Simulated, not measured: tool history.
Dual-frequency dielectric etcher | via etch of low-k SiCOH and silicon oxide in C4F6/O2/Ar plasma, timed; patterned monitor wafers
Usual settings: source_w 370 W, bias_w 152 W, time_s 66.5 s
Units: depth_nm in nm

run,hour,source_w,bias_w,time_s,wafers since the last listed run,hours since the last wet clean,hours since the last source power generator calibration,hours since the last bias power generator calibration,hours since the last upper electrode change,hours since the gauge calibration,"read-back reference wafer on the same gauge, depth_nm",depth_nm
1,0.0,430,152,66.5,0,203.5,4135.5,1969.5,2208.5,317.7,180.0,163.6
2,17.2,430,152,66.5,203,220.7,4152.7,1986.7,2225.7,334.9,180.0,163.3
3,80.6,410,123,66.5,748,284.1,4216.1,2050.1,2289.1,398.3,180.1,152.9
4,105.4,410,123,66.5,292,308.9,4240.9,2074.9,2313.9,423.1,180.0,152.7
5,129.8,330,152,66.5,288,333.3,4265.3,2099.3,2338.3,447.5,180.0,146.4
6,146.6,370,170,53.5,198,350.1,4282.1,2116.1,2355.1,464.3,180.2,127.1
7,186.0,370,170,53.5,465,389.5,4321.5,2155.5,2394.5,503.7,179.9,127.7
8,216.2,370,152,66.5,356,419.7,4351.7,2185.7,2424.7,533.9,180.2,153.9
# hour 255.5: wet clean of the chamber
# hour 257.7: source power generator calibrated
9,258.2,370,152,66.5,185,2.7,0.5,2227.7,2466.7,575.9,179.9,152.4
10,262.4,370,152,66.5,49,6.9,4.7,2231.9,2470.9,580.1,180.0,152.6
# hour 309.1: upper electrode replaced
11,309.6,370,152,66.5,273,54.1,51.9,2279.1,0.5,627.3,180.0,152.4
# hour 320.4: bias power generator calibrated
12,325.4,370,152,66.5,139,69.9,67.7,5.0,16.3,643.1,179.8,152.3
# hour 331.4: gauge calibrated
13,359.7,370,152,66.5,405,104.2,102.0,39.3,50.6,28.3,180.0,152.7
14,423.0,370,118,57.5,747,167.5,165.3,102.6,113.9,91.6,180.0,124.9
15,440.7,430,187,66.5,208,185.2,183.0,120.3,131.6,109.3,179.9,171.4
16,458.0,430,131,78.0,204,202.5,200.3,137.6,148.9,126.6,179.9,184.6
17,485.1,330,152,60.5,319,229.6,227.4,164.7,176.0,153.7,180.0,133.1
18,497.7,440,170,48.5,148,242.2,240.0,177.3,188.6,166.3,179.9,123.7
19,533.4,430,152,66.5,421,277.9,275.7,213.0,224.3,202.0,180.1,162.9
20,547.1,370,170,53.5,161,291.6,289.4,226.7,238.0,215.7,180.1,126.8
21,560.8,430,152,66.5,161,305.3,303.1,240.4,251.7,229.4,180.0,163.3
22,595.2,340,152,66.5,406,339.7,337.5,274.8,286.1,263.8,180.1,147.9
23,625.9,450,176,66.5,362,370.4,368.2,305.5,316.8,294.5,180.1,172.9
24,653.5,310,135,56.5,325,398.0,395.8,333.1,344.4,322.1,180.1,117.8
25,684.5,370,137,66.5,366,429.0,426.8,364.1,375.4,353.1,180.0,149.7

Forecast each of these 4 alternatives for the next run:
A,684.9,370,140,66.5,4,429.4,427.2,364.5,375.8,353.5,?,?
B,684.9,330,120,78.5,4,429.4,427.2,364.5,375.8,353.5,?,?
C,684.9,400,124,61.5,4,429.4,427.2,364.5,375.8,353.5,?,?
D,684.9,420,140,76.0,4,429.4,427.2,364.5,375.8,353.5,?,?

run,"read-back reference wafer on the same gauge, depth_nm",depth_nm
A,180.0,150.7
B,180.0,163.5
C,180.0,140.1
D,180.0,181.7
Without the tool's hidden state the same runs would have given:
run,depth_nm
A,149.7
B,162.4
C,139.1
D,180.4

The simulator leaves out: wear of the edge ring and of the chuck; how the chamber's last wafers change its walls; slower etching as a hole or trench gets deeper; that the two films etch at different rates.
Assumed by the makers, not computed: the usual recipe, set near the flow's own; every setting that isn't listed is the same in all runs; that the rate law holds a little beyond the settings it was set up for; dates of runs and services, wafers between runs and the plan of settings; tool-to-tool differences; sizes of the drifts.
